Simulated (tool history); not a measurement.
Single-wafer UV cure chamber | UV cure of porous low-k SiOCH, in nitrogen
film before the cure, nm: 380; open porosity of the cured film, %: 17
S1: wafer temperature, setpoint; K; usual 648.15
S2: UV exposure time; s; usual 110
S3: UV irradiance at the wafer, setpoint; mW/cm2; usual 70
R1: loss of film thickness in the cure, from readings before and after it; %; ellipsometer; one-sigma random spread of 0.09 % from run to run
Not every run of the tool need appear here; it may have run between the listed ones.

run,hour,S1,S2,S3,R1
1,0,648.15,145,44,4.901
2,13.9,648.15,145,44,4.899
3,23.5,648.15,145,44,4.847
4,37.9,648.15,60,61,3.329
5,53.2,648.15,60,61,3.316
6,64.9,648.15,110,84,6.231
7,80.2,648.15,110,70,5.484
8,89.1,648.15,110,70,5.579
9,96.7,648.15,110,70,5.396
10,103.4,648.15,75,70,4.302
11,116.7,648.15,80,70,4.413
12,123.6,648.15,80,70,4.55
# hour 137.7: quartz window cleaned
13,138.2,648.15,80,70,4.439
14,148,648.15,110,43,4.048
15,157.6,648.15,110,70,5.518
16,172.8,648.15,110,90,6.278
17,181.2,632.15,75,48,3.031
18,192,648.15,110,50,4.457
19,206.7,642.15,80,87,5.135

For run 20, what comes out?
# hour 221.4: UV bulbs replaced
20,225.8,648.15,90,59,?

R1: 4.5 %
Take away the tool's hidden state, keep the run-to-run variation as it was, and the same run would have given R1 4.5 %.
